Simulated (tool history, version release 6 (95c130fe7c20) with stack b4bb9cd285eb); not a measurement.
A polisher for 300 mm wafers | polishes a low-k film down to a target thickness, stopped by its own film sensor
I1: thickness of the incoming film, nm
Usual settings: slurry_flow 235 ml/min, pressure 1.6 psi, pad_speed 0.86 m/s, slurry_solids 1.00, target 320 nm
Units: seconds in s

run 1 hour=0.0 | slurry_flow=235 pressure=1.6 pad_speed=0.86 slurry_solids=1.00 target=320 | I1=348.6 | seconds=85.9
run 2 hour=25.8 | slurry_flow=235 pressure=1.6 pad_speed=0.86 slurry_solids=1.00 target=320 | I1=350.5 | seconds=94.2
run 3 hour=45.4 | slurry_flow=235 pressure=1.6 pad_speed=0.68 slurry_solids=1.00 target=320 | I1=349.9 | seconds=109.1
-- hour=59.9 head pressure recalibrated
run 4 hour=62.0 | slurry_flow=235 pressure=1.6 pad_speed=0.86 slurry_solids=1.10 target=320 | I1=350.4 | seconds=91.5
-- hour=82.2 slurry nozzle cleaned
run 5 hour=89.4 | slurry_flow=235 pressure=1.6 pad_speed=0.86 slurry_solids=1.00 target=320 | I1=350.0 | seconds=93.8
run 6 hour=108.1 | slurry_flow=235 pressure=2.0 pad_speed=0.86 slurry_solids=1.00 target=320 | I1=349.6 | seconds=78.7
-- hour=133.2 worn pad replaced by a new one
run 7 hour=138.1 | slurry_flow=235 pressure=1.6 pad_speed=0.86 slurry_solids=0.85 target=320 | I1=345.3 | seconds=81.8
run 8 hour=171.7 | slurry_flow=235 pressure=1.9 pad_speed=0.86 slurry_solids=1.00 target=320 | I1=347.2 | seconds=72.7
run 9 hour=193.6 | slurry_flow=235 pressure=1.6 pad_speed=0.86 slurry_solids=1.00 target=320 | I1=350.6 | seconds=94.3
-- hour=199.7 slurry blender recalibrated
run 10 hour=209.1 | slurry_flow=160 pressure=2.2 pad_speed=0.86 slurry_solids=1.00 target=320 | I1=351.0 | seconds=80.2
run 11 hour=235.3 | slurry_flow=180 pressure=1.6 pad_speed=0.86 slurry_solids=1.00 target=320 | I1=345.0 | seconds=79.5
run 12 hour=258.3 | slurry_flow=295 pressure=1.6 pad_speed=0.86 slurry_solids=1.00 target=313 | I1=348.0 | seconds=103.5
run 13 hour=293.9 | slurry_flow=235 pressure=1.6 pad_speed=1.12 slurry_solids=1.00 target=320 | I1=352.8 | seconds=81.6
run 14 hour=322.2 | slurry_flow=295 pressure=1.6 pad_speed=0.86 slurry_solids=1.00 target=320 | I1=345.2 | seconds=75.8
-- hour=349.6 conditioning disc replaced and pad reconditioned
run 15 hour=352.0 | slurry_flow=235 pressure=1.6 pad_speed=0.86 slurry_solids=0.85 target=327 | I1=350.1 | seconds=75.1
-- hour=372.9 worn pad replaced by a new one
run 16 hour=386.7 | slurry_flow=165 pressure=1.6 pad_speed=0.74 slurry_solids=1.00 target=324 | I1=348.2 | seconds=84.6
run 17 hour=402.0 | slurry_flow=235 pressure=1.6 pad_speed=0.86 slurry_solids=1.00 target=312 | I1=351.2 | seconds=115.3
run 18 hour=420.4 | slurry_flow=235 pressure=1.6 pad_speed=0.86 slurry_solids=1.00 target=320 | I1=351.6 | seconds=96.9
run 19 hour=434.7 | slurry_flow=180 pressure=1.6 pad_speed=0.86 slurry_solids=0.85 target=320 | I1=356.9 | seconds=125.0
run 20 hour=457.3 | slurry_flow=235 pressure=1.6 pad_speed=0.86 slurry_solids=1.00 target=320 | I1=346.8 | seconds=79.9
run 21 hour=474.2 | slurry_flow=235 pressure=1.6 pad_speed=0.86 slurry_solids=1.00 target=320 | I1=351.2 | seconds=92.7
-- hour=543.6 head pressure recalibrated
run 22 hour=548.1 | slurry_flow=235 pressure=1.6 pad_speed=0.70 slurry_solids=1.30 target=320 | I1=348.3 | seconds=88.5
-- hour=574.9 worn pad replaced by a new one
-- hour=582.0 slurry blender recalibrated
run 23 hour=637.4 | slurry_flow=210 pressure=1.6 pad_speed=1.02 slurry_solids=1.00 target=315 | I1=350.7 | seconds=95.6
run 24 hour=659.5 | slurry_flow=200 pressure=1.6 pad_speed=1.02 slurry_solids=1.15 target=320 | I1=351.5 | seconds=81.5
run 25 hour=680.6 | slurry_flow=235 pressure=1.6 pad_speed=0.86 slurry_solids=1.25 target=320 | I1=353.6 | seconds=92.3
run 26 hour=692.8 | slurry_flow=235 pressure=1.6 pad_speed=1.08 slurry_solids=1.00 target=312 | I1=347.4 | seconds=90.1

The tool's hidden state at each run:
removal rate lost through wear of the pad, %: 0 in every run
slurry flow missing at the pad, %: 0 in every run
deviation of the head's pressure from its setpoint, %: 0 in every run
abrasive missing from the slurry, %: 0 in every run
time polished since the conditioner stopped cutting, s: 0 in every run
